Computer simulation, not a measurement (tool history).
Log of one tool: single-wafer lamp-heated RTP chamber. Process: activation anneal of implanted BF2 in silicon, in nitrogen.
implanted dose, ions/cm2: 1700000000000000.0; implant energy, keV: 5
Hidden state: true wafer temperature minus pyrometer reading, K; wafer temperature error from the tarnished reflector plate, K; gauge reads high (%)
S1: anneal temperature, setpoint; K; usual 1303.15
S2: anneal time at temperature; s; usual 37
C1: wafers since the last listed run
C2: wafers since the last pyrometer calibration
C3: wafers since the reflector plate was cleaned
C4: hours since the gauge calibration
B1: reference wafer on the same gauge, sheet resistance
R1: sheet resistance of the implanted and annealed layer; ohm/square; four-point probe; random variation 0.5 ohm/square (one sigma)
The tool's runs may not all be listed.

run,hour,S1,S2,C1,C2,C3,C4,B1,R1
1,0,1316.15,28,0,2177,5116,279.1,157.8,152.34
2,18.1,1316.15,28,268,2445,5384,297.2,158,151.34
3,40.6,1321.15,47,333,2778,5717,319.7,158.11,130.83
4,67.3,1321.15,47,395,3174,6113,346.4,158.1,129.88
5,88.1,1303.15,37,307,3482,6421,367.2,157.94,155.01
6,107.8,1303.15,37,291,3773,6712,386.9,157.86,154.94
7,135.6,1303.15,37,411,4185,7124,414.7,157.98,155.11
8,152.6,1303.15,37,251,4437,7376,431.7,158.13,155.05
9,186.7,1320.15,37,504,4942,7880,465.8,158.11,139.17
10,208,1303.15,37,315,5257,8196,487.1,158.14,155.89
11,242.5,1316.15,37,510,5768,8707,521.6,158.03,142.41
12,278.2,1316.15,37,528,6296,9235,557.3,158.02,143.38
# hour 298.6: pyrometer window cleaned and pyrometer calibrated
13,299.5,1303.15,37,196,13,9432,578.6,157.98,153.92
14,332.3,1303.15,37,485,499,9918,611.4,158.02,154.79
15,436.2,1303.15,37,1538,2037,11456,715.3,157.9,154.77
# hour 444.2: gauge calibrated
16,455.7,1303.15,37,288,2326,11745,11.5,158.07,154.89
17,470.2,1303.15,37,214,2540,11960,26,158.25,154.44
# hour 478.9: reflector plate cleaned
18,486,1284.15,37,115,2656,104,41.8,157.99,178.63
19,513.5,1303.15,37,407,3063,511,69.3,158.13,151.9
20,547.5,1287.15,37,503,3567,1015,103.3,157.96,172.14
21,578.7,1303.15,55,461,4029,1477,134.5,158.18,137.46
22,613.9,1324.15,59,521,4550,1998,169.7,158.09,115.79
23,633.8,1277.15,37,294,4844,2293,189.6,158.01,189.3
24,648.1,1275.15,37,211,5056,2504,203.9,158.1,194.25
25,670.2,1303.15,37,327,5383,2832,226,157.9,151.54
# hour 689.2: reflector plate cleaned, repeated, since the last time left the tool worse
26,697.7,1303.15,37,288,5672,126,253.5,157.99,157.66
27,709.9,1303.15,37,180,5853,306,265.7,158.06,157.45
28,727.9,1325.15,24,266,6119,573,283.7,157.97,149.67
# hour 756.4: pyrometer window cleaned and pyrometer calibrated
29,756.9,1329.15,26,310,6,884,312.7,158.07,142.05
30,771.5,1318.15,47,216,223,1100,327.3,157.72,135.5
31,799.4,1290.15,20,413,636,1513,355.2,157.83,215.27
32,835.3,1327.15,26,531,1167,2045,391.1,158,143.99
33,858.4,1316.15,51,342,1509,2387,414.2,158.05,133.02
34,888.9,1303.15,23,451,1961,2838,444.7,157.89,178.19
35,923,1303.15,37,504,2466,3343,478.8,158.02,156.09
36,938.1,1326.15,37,223,2689,3567,493.9,158.02,133.52
37,965,1303.15,37,398,3088,3965,520.8,157.92,155.11

4 ways to go on from here, each from the tool as it stands after run 37. What would each give?
A,965.4,1303.15,37,5,3094,3971,521.2,?,?
B,965.4,1295.15,28,5,3094,3971,521.2,?,?
C,965.4,1326.15,18,5,3094,3971,521.2,?,?
D,965.4,1281.15,50,5,3094,3971,521.2,?,?

run,B1,R1
A,158.11,154.94
B,158.11,178.77
C,158.11,155.98
D,158.11,172.73
Without the tool's hidden state the same runs would have given:
run,R1
A,157.26
B,182.52
C,158.64
D,176.83

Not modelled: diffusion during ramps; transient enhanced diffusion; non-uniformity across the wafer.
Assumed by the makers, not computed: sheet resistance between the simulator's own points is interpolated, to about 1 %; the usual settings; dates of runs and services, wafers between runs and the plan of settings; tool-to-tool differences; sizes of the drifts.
